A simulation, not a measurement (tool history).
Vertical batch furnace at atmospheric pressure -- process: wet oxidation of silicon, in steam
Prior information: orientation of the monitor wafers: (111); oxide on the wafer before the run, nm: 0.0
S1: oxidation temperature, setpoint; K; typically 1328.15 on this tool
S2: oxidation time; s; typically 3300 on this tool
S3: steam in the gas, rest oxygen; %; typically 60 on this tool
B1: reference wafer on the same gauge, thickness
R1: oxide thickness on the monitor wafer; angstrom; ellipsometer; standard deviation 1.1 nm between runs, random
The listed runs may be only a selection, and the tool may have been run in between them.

run     day       S1    S2  S3      B1      R1
  1   0.000  1328.15  3300  52  405.99  4132.0
  2   0.821  1328.15  3300  52  405.84  4119.8
  3   1.471  1318.15  3300  60  405.97  4279.1
  4   2.350  1318.15  3300  60  406.07  4273.2
  5   6.675  1345.15  4500  60  405.91  5756.1
  6   9.988  1345.15  4500  60  406.35  5764.8
  7  10.604  1328.15  3300  60  405.86  4465.5
  8  11.888  1328.15  3300  60  406.32  4470.2
  9  12.421  1328.15  3300  60  406.04  4487.8
 10  13.088  1328.15  3300  60  405.95  4481.1
     14.458  -- steam generator serviced
 11  14.479  1328.15  3300  60  406.04  4690.1
 12  14.921  1328.15  3300  60  406.07  4682.2
     17.371  -- gauge calibrated
 13  18.204  1328.15  3300  60  406.12  4661.7
     19.408  -- thermocouples replaced and temperature profile calibrated
 14  19.429  1328.15  3300  60  405.56  4670.2
 15  20.117  1328.15  3300  60  406.31  4671.0
 16  21.121  1328.15  4500  54  406.19  5226.1
 17  22.046  1328.15  4470  70  406.16  6064.0
 18  23.121  1328.15  2370  60  406.30  3847.0
 19  23.771  1340.15  2040  60  405.73  3721.2
 20  27.983  1315.15  4800  55  405.97  5166.7
 21  28.908  1328.15  3300  68  406.06  4991.5
 22  30.033  1306.15  3300  60  405.71  4167.3
 23  31.475  1328.15  3300  71  405.86  5100.9
 24  32.021  1306.15  3810  60  405.78  4542.6
 25  32.588  1336.15  3300  53  405.85  4450.0
 26  33.854  1328.15  3300  60  406.10  4636.0
 27  35.304  1328.15  4920  50  406.13  5226.3
 28  36.142  1349.15  3990  55  406.02  5336.4

Predict each of these 5 candidate next runs independently; none follows another, all start after run 28:
  A  36.329  1328.15  3300  51   ?   ?
  B  36.329  1349.15  2400  67   ?   ?
  C  36.329  1347.15  2490  70   ?   ?
  D  36.329  1321.15  3300  70   ?   ?
  E  36.329  1309.15  1980  70   ?   ?

run      B1      R1
  A  406.10  4200.2
  B  406.10  4494.9
  C  406.10  4666.0
  D  406.10  4891.3
  E  406.10  3393.5
With no hidden state in the tool, these same runs would have given:
run      R1
  A  4265.8
  B  4562.9
  C  4736.5
  D  4967.0
  E  3449.4
